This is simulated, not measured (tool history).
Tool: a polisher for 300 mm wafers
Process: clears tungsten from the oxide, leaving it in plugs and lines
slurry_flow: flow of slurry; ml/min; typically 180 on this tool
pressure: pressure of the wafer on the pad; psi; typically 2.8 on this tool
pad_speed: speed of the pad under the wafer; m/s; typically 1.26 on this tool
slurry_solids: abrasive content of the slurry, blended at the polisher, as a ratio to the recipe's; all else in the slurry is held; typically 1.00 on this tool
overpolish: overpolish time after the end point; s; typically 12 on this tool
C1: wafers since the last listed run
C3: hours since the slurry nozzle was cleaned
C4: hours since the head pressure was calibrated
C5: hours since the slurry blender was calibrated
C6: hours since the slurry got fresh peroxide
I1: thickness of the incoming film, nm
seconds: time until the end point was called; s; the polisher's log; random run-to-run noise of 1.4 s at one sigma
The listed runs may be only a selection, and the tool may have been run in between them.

Run 1, hour 0.0: usual settings; C1 0; wafers polished on this pad 1285; C3 176.6; C4 621.0; C5 4.1; C6 394.6; I1 470.0. Result: seconds 114.1 s.
At hour 13.5: slurry tank refilled with fresh slurry and peroxide.
Run 2, hour 69.6: usual settings; C1 663; wafers polished on this pad 1948; C3 246.2; C4 690.6; C5 73.7; C6 56.1; I1 473.0. Result: seconds 114.2 s.
At hour 234.0: slurry nozzle cleaned.
Run 3, hour 251.2: usual settings; C1 1745; wafers polished on this pad 3694; C3 17.2; C4 872.2; C5 255.3; C6 237.7; I1 469.4. Result: seconds 117.6 s.
At hour 268.7: worn pad replaced by a new one.
Run 4, hour 310.3: usual settings but overpolish 17 s; C1 532; wafers polished on this pad 402; C3 76.3; C4 931.3; C5 314.4; C6 296.8; I1 475.0. Result: seconds 121.1 s.
At hour 366.7: slurry tank refilled with fresh slurry and peroxide.
At hour 372.0: head pressure recalibrated.
Run 5, hour 375.9: usual settings but overpolish 17 s; C1 605; wafers polished on this pad 1007; C3 141.9; C4 3.9; C5 380.0; C6 9.2; I1 465.8. Result: seconds 108.5 s.
Run 6, hour 405.7: usual settings but overpolish 17 s; C1 288; wafers polished on this pad 1295; C3 171.7; C4 33.7; C5 409.8; C6 39.0; I1 470.8. Result: seconds 110.5 s.
At hour 470.6: slurry blender recalibrated.
Run 7, hour 473.7: usual settings but slurry_flow 230 ml/min; C1 638; wafers polished on this pad 1933; C3 239.7; C4 101.7; C5 3.1; C6 107.0; I1 473.0. Result: seconds 106.6 s.
Run 8, hour 516.8: usual settings but slurry_flow 230 ml/min; C1 416; wafers polished on this pad 2350; C3 282.8; C4 144.8; C5 46.2; C6 150.1; I1 469.1. Result: seconds 106.7 s.
At hour 538.6: slurry nozzle cleaned.
Run 9, hour 576.3: usual settings but pressure 2.3 psi; C1 565; wafers polished on this pad 2916; C3 37.7; C4 204.3; C5 105.7; C6 209.6; I1 466.7. Result: seconds 132.7 s.
At hour 629.4: worn pad replaced by a new one.
Run 10, hour 645.1: usual settings but pressure 2.3 psi; C1 626; wafers polished on this pad 151; C3 106.5; C4 273.1; C5 174.5; C6 278.4; I1 469.4. Result: seconds 136.8 s.
Run 11, hour 708.9: usual settings but pressure 2.3 psi; C1 616; wafers polished on this pad 768; C3 170.3; C4 336.9; C5 238.3; C6 342.2; I1 472.1. Result: seconds 135.8 s.
Run 12, hour 759.7: usual settings but pressure 1.9 psi, pad_speed 1.02 m/s, overpolish 15 s; C1 491; wafers polished on this pad 1259; C3 221.1; C4 387.7; C5 289.1; C6 393.0; I1 472.2. Result: seconds 203.6 s.
At hour 768.2: slurry tank refilled with fresh slurry and peroxide.
Run 13, hour 802.0: usual settings but slurry_flow 235 ml/min, pressure 3.2 psi, pad_speed 1.60 m/s; C1 399; wafers polished on this pad 1658; C3 263.4; C4 430.0; C5 331.4; C6 33.8; I1 466.2. Result: seconds 74.2 s.
Run 14, hour 860.4: usual settings but slurry_flow 235 ml/min, pressure 3.5 psi, overpolish 17 s; C1 564; wafers polished on this pad 2223; C3 321.8; C4 488.4; C5 389.8; C6 92.2; I1 472.4. Result: seconds 87.2 s.
At hour 901.9: slurry blender recalibrated.
At hour 914.0: slurry nozzle cleaned.
Run 15, hour 932.4: usual settings; C1 667; wafers polished on this pad 2890; C3 18.4; C4 560.4; C5 30.5; C6 164.2; I1 471.9. Result: seconds 113.2 s.
At hour 986.6: worn pad replaced by a new one.
Run 16, hour 998.9: usual settings but overpolish 15 s; C1 604; wafers polished on this pad 118; C3 84.9; C4 626.9; C5 97.0; C6 230.7; I1 469.9. Result: seconds 114.2 s.
Run 17, hour 1025.5: usual settings but pressure 2.1 psi, slurry_solids 1.15; C1 257; wafers polished on this pad 376; C3 111.5; C4 653.5; C5 123.6; C6 257.3; I1 463.2. Result: seconds 147.5 s.
Run 18, hour 1084.9: usual settings but pressure 2.5 psi, pad_speed 1.50 m/s, slurry_solids 0.80, overpolish 9 s; C1 574; wafers polished on this pad 950; C3 170.9; C4 712.9; C5 183.0; C6 316.7; I1 462.7. Result: seconds 113.3 s.
Run 19, hour 1140.4: usual settings; C1 536; wafers polished on this pad 1486; C3 226.4; C4 768.4; C5 238.5; C6 372.2; I1 477.8. Result: seconds 116.5 s.
At hour 1159.0: slurry tank refilled with fresh slurry and peroxide.
At hour 1202.3: head pressure recalibrated.
At hour 1283.5: slurry nozzle cleaned.
Run 20, hour 1298.7: usual settings; C1 1491; wafers polished on this pad 2978; C3 15.2; C4 96.4; C5 396.8; C6 139.7; I1 466.5. Result: seconds 110.3 s.
Run 21, hour 1331.8: usual settings but slurry_flow 205 ml/min, pressure 3.6 psi, pad_speed 1.46 m/s, slurry_solids 1.25; C1 319; wafers polished on this pad 3298; C3 48.3; C4 129.5; C5 429.9; C6 172.8; I1 470.2. Result: seconds 71.1 s.
At hour 1351.8: slurry blender recalibrated.
At hour 1372.3: worn pad replaced by a new one.
Run 22, hour 1381.6: usual settings but pad_speed 0.98 m/s; C1 423; wafers polished on this pad 89; C3 98.1; C4 179.3; C5 29.8; C6 222.6; I1 475.0. Result: seconds 144.8 s.
Run 23, hour 1425.3: usual settings but slurry_flow 240 ml/min, slurry_solids 0.80, overpolish 5 s; C1 422; wafers polished on this pad 512; C3 141.8; C4 223.0; C5 73.5; C6 266.3; I1 467.8. Result: seconds 113.8 s.
Run 24, hour 1478.0: usual settings but pressure 3.4 psi; C1 509; wafers polished on this pad 1021; C3 194.5; C4 275.7; C5 126.2; C6 319.0; I1 466.1. Result: seconds 90.6 s.
At hour 1498.8: slurry tank refilled with fresh slurry and peroxide.
Run 25, hour 1530.6: usual settings but pressure 2.3 psi, pad_speed 1.66 m/s; C1 498; wafers polished on this pad 1520; C3 247.1; C4 328.3; C5 178.8; C6 31.8; I1 465.6. Result: seconds 102.5 s.
At hour 1589.6: slurry nozzle cleaned.
Run 26, hour 1597.8: usual settings; C1 639; wafers polished on this pad 2160; C3 8.2; C4 395.5; C5 246.0; C6 99.0; I1 467.0. Result: seconds 112.6 s.

Consider 4 possible next runs. They are alternatives, not a sequence: every one starts from the tool as it was left by run 26. What does each give?
Run A, hour 1598.3: usual settings; C1 4; wafers polished on this pad 2165; C3 8.7; C4 396.0; C5 246.5; C6 99.5; I1 468.8. Result: seconds ?.
Run B, hour 1598.3: usual settings but pad_speed 0.92 m/s; C1 4; wafers polished on this pad 2165; C3 8.7; C4 396.0; C5 246.5; C6 99.5; I1 468.8. Result: seconds ?.
Run C, hour 1598.3: usual settings but slurry_flow 120 ml/min, overpolish 5 s; C1 4; wafers polished on this pad 2165; C3 8.7; C4 396.0; C5 246.5; C6 99.5; I1 468.8. Result: seconds ?.
Run D, hour 1598.3: usual settings but pad_speed 1.42 m/s, overpolish 9 s; C1 4; wafers polished on this pad 2165; C3 8.7; C4 396.0; C5 246.5; C6 99.5; I1 468.8. Result: seconds ?.

run  seconds
  A    110.2
  B    151.0
  C    119.8
  D     97.8
With the hidden condition removed and each run's random variation left untouched, the same runs would have given:
run  seconds
  A    108.2
  B    148.2
  C    117.6
  D     96.0
